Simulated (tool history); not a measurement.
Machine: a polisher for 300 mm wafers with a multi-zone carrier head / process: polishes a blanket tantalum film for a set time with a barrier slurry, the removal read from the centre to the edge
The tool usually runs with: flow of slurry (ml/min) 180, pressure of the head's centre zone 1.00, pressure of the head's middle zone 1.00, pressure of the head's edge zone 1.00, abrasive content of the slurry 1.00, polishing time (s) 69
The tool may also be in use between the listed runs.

run,hour,flow of slurry (ml/min),pressure of the head's centre zone,pressure of the head's middle zone,pressure of the head's edge zone,abrasive content of the slurry,polishing time (s),"incoming thickness of the incoming film, nm",film removed at the wafer's centre (angstrom),film removed at mid-radius (angstrom),film removed at the wafer's edge (angstrom)
1,0.0,180,1.00,1.00,1.00,0.75,69,441.6,793,828,825
2,23.6,180,1.00,1.00,1.00,1.00,69,437.3,867,906,903
3,53.9,150,1.00,1.00,1.00,1.00,69,446.5,853,869,875
4,79.6,150,1.00,1.00,1.00,1.00,69,442.0,834,870,862
# hour 87.7: slurry nozzle cleaned
# hour 99.0: worn pad replaced by a new one
5,99.5,140,1.00,1.00,1.08,0.80,69,445.5,779,800,858
6,123.9,180,1.00,0.90,1.00,1.00,88,433.6,1074,1060,1152
# hour 142.2: edge zone pressure recalibrated
7,150.7,145,1.00,0.93,1.00,1.00,69,443.3,831,812,865
# hour 168.0: centre zone pressure recalibrated
8,183.3,180,1.00,1.00,1.00,1.00,69,447.4,857,904,890
# hour 193.3: carrier head's membrane replaced by a new one
9,198.6,180,1.00,1.00,1.09,1.00,69,442.2,855,913,918
10,223.2,180,1.00,1.00,0.89,1.00,69,436.4,856,893,837
11,249.2,180,1.00,1.00,1.00,1.00,69,437.4,855,900,893
# hour 255.3: worn pad replaced by a new one
12,277.2,180,1.04,1.00,1.00,1.00,69,442.4,912,893,885
13,293.0,180,1.00,1.00,1.00,0.90,49,440.0,597,621,618
14,320.3,180,1.00,1.00,1.00,1.00,69,441.1,867,903,891
15,339.3,240,1.00,1.00,1.00,0.90,69,440.6,877,908,891
16,363.1,180,1.07,1.00,1.00,1.00,69,444.3,928,892,895
17,384.9,180,1.00,1.00,1.05,0.85,50,438.7,597,624,631
18,415.5,180,1.00,1.00,1.00,0.75,69,442.8,781,831,802
# hour 427.7: worn pad replaced by a new one
19,444.4,165,1.00,1.00,1.00,0.90,54,442.1,638,661,670
20,466.0,180,1.00,1.00,1.00,0.90,51,439.7,616,637,639
21,481.7,165,1.00,1.00,1.00,0.90,54,440.6,648,664,677

Consider 5 possible next runs. They are alternatives, not a sequence: every one starts from the tool as it was left by run 21. What does each give?
A,482.2,180,1.00,1.00,1.00,1.00,69,444.2,?,?,?
B,482.2,180,0.97,1.00,1.00,1.00,69,444.2,?,?,?
C,482.2,135,0.95,1.00,1.00,1.25,58,444.2,?,?,?
D,482.2,180,1.00,0.96,1.00,1.00,69,444.2,?,?,?
E,482.2,180,1.06,1.00,1.00,0.90,77,444.2,?,?,?

run,film removed at the wafer's centre (angstrom),film removed at mid-radius (angstrom),film removed at the wafer's edge (angstrom)
A,861,904,875
B,835,904,875
C,679,757,744
D,861,876,875
E,990,980,949
Had the tool no hidden state, the same runs would have come out as:
run,film removed at the wafer's centre (angstrom),film removed at mid-radius (angstrom),film removed at the wafer's edge (angstrom)
A,861,904,875
B,835,904,875
C,679,757,744
D,861,876,875
E,990,980,949

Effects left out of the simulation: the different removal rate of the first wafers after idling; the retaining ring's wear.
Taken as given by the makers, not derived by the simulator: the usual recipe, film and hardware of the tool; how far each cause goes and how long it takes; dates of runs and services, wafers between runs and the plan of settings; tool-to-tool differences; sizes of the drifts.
